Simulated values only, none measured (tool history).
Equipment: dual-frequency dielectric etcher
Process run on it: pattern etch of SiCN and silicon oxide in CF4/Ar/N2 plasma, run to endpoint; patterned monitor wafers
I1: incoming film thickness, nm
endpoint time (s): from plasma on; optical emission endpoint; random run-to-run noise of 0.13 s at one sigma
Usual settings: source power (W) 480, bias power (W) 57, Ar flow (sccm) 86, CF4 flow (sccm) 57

run 1 hour=0 | source_power_(W)=390 bias_power_(W)=57 Ar_flow_(sccm)=86 CF4_flow_(sccm)=57 | I1=12.29 | endpoint_time_(s)=17.2
run 2 hour=71.9 | source_power_(W)=480 bias_power_(W)=57 Ar_flow_(sccm)=86 CF4_flow_(sccm)=57 | I1=12.33 | endpoint_time_(s)=15.1
-- hour=104.8 wet clean of the chamber
run 3 hour=142.1 | source_power_(W)=480 bias_power_(W)=57 Ar_flow_(sccm)=86 CF4_flow_(sccm)=57 | I1=12.27 | endpoint_time_(s)=15.4
run 4 hour=226.1 | source_power_(W)=420 bias_power_(W)=57 Ar_flow_(sccm)=86 CF4_flow_(sccm)=57 | I1=12.27 | endpoint_time_(s)=16.8
run 5 hour=311.1 | source_power_(W)=420 bias_power_(W)=57 Ar_flow_(sccm)=86 CF4_flow_(sccm)=57 | I1=12.25 | endpoint_time_(s)=16.7
run 6 hour=390.7 | source_power_(W)=420 bias_power_(W)=57 Ar_flow_(sccm)=86 CF4_flow_(sccm)=57 | I1=12.32 | endpoint_time_(s)=16.7
run 7 hour=497.3 | source_power_(W)=480 bias_power_(W)=57 Ar_flow_(sccm)=86 CF4_flow_(sccm)=57 | I1=12.42 | endpoint_time_(s)=15.3
-- hour=564.1 wet clean of the chamber
-- hour=567.6 upper electrode replaced
run 8 hour=587.5 | source_power_(W)=480 bias_power_(W)=57 Ar_flow_(sccm)=86 CF4_flow_(sccm)=57 | I1=12.33 | endpoint_time_(s)=15.3
-- hour=618 Ar flow controller replaced
-- hour=620.4 source power generator calibrated
run 9 hour=626.7 | source_power_(W)=480 bias_power_(W)=65 Ar_flow_(sccm)=86 CF4_flow_(sccm)=64 | I1=12.38 | endpoint_time_(s)=14.6
run 10 hour=733.4 | source_power_(W)=510 bias_power_(W)=57 Ar_flow_(sccm)=86 CF4_flow_(sccm)=52 | I1=12.31 | endpoint_time_(s)=14.8
run 11 hour=776.6 | source_power_(W)=480 bias_power_(W)=57 Ar_flow_(sccm)=102 CF4_flow_(sccm)=52 | I1=12.29 | endpoint_time_(s)=15.9
run 12 hour=835.1 | source_power_(W)=530 bias_power_(W)=62 Ar_flow_(sccm)=80 CF4_flow_(sccm)=67 | I1=12.42 | endpoint_time_(s)=13.6
-- hour=892.9 CF4 flow controller replaced
run 13 hour=908.6 | source_power_(W)=440 bias_power_(W)=44 Ar_flow_(sccm)=108 CF4_flow_(sccm)=53 | I1=12.3 | endpoint_time_(s)=17.8

Estimate the outcome of run 14 from the log above:
-- hour=978 wet clean of the chamber
run 14 hour=987.8 | source_power_(W)=480 bias_power_(W)=48 Ar_flow_(sccm)=86 CF4_flow_(sccm)=57 | I1=12.25 | endpoint_time_(s)=?

For run 14 the tool returned endpoint time (s) 15.9.
Take away the tool's hidden state, keep the run-to-run variation as it was, and the same run would have given endpoint time (s) 15.8.
